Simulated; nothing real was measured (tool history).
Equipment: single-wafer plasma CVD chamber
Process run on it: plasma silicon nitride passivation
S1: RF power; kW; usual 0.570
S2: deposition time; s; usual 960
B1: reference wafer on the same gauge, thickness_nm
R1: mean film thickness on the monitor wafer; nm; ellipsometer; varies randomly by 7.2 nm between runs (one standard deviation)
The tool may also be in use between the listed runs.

run,hour,S1,S2,B1,R1
1,0.0,0.485,861,1311.661,1223.009
2,50.9,0.485,861,1307.179,1218.165
3,94.0,0.485,1074,1305.942,1518.785
4,148.6,0.570,960,1305.328,1392.811
5,219.4,0.570,960,1304.618,1391.611
6,378.8,0.570,960,1300.342,1381.142
7,462.4,0.570,960,1299.603,1392.054
8,489.2,0.570,960,1298.670,1385.419
9,531.8,0.570,960,1295.174,1388.473
10,589.9,0.570,960,1295.778,1390.854
11,625.4,0.570,960,1296.593,1386.921
12,662.6,0.570,960,1294.634,1391.064
13,717.5,0.570,960,1294.459,1384.548
# hour 743.4: showerhead replaced
14,764.3,0.570,817,1295.423,1172.913
15,812.3,0.570,817,1296.244,1171.852
16,868.4,0.570,817,1294.652,1175.479
17,899.7,0.515,960,1293.943,1349.248
18,952.2,0.515,960,1294.061,1349.338
19,986.6,0.515,960,1293.707,1358.436
20,1036.3,0.650,841,1290.041,1244.152
21,1077.0,0.570,960,1291.336,1375.863
22,1137.0,0.515,960,1292.908,1353.214
23,1172.4,0.485,861,1291.098,1211.969
24,1239.5,0.570,1067,1290.332,1547.231
25,1312.7,0.525,1083,1292.113,1544.395
26,1345.7,0.570,960,1292.454,1377.968
27,1380.1,0.470,960,1292.452,1322.315
28,1446.4,0.570,960,1290.168,1385.108
29,1506.8,0.640,810,1289.431,1183.311
30,1536.7,0.640,810,1290.397,1184.502
# hour 1590.4: RF generator calibrated
31,1592.7,0.570,960,1289.934,1381.980
32,1622.0,0.640,810,1290.008,1198.483
33,1674.2,0.670,1122,1291.381,1667.051
# hour 1691.4: gauge calibrated
34,1707.5,0.525,1056,1326.857,1532.231
35,1759.0,0.680,1095,1325.810,1676.957
36,1816.9,0.570,960,1321.965,1413.808
37,1841.6,0.465,960,1322.776,1366.649
38,1871.5,0.495,1148,1318.967,1654.905
39,1941.6,0.630,1055,1316.304,1576.019
40,1979.4,0.680,1112,1313.395,1688.012
41,2007.9,0.620,960,1313.202,1412.220
42,2076.3,0.600,845,1312.261,1257.433
43,2138.8,0.625,1011,1307.368,1492.908
44,2180.4,0.495,960,1306.086,1352.785

Results for each run, recomputed without the tool's hidden state and with each run's random variation untouched:
Hidden state at play: delivered RF power above the setpoint (%); gauge reads high (%).
run,R1
1,1241.247
2,1237.959
3,1545.060
4,1418.623
5,1419.417
6,1412.502
7,1425.298
8,1418.983
9,1422.832
10,1426.181
11,1422.662
12,1427.421
13,1421.430
14,1204.620
15,1203.971
16,1208.171
17,1387.056
18,1387.592
19,1397.222
20,1280.013
21,1415.804
22,1392.879
23,1247.679
24,1593.235
25,1590.718
26,1419.448
27,1362.261
28,1427.214
29,1219.468
30,1220.780
31,1424.479
32,1235.413
33,1718.590
34,1533.884
35,1682.894
36,1422.413
37,1376.360
38,1668.623
39,1593.131
40,1708.491
41,1430.641
42,1276.388
43,1517.915
44,1376.835
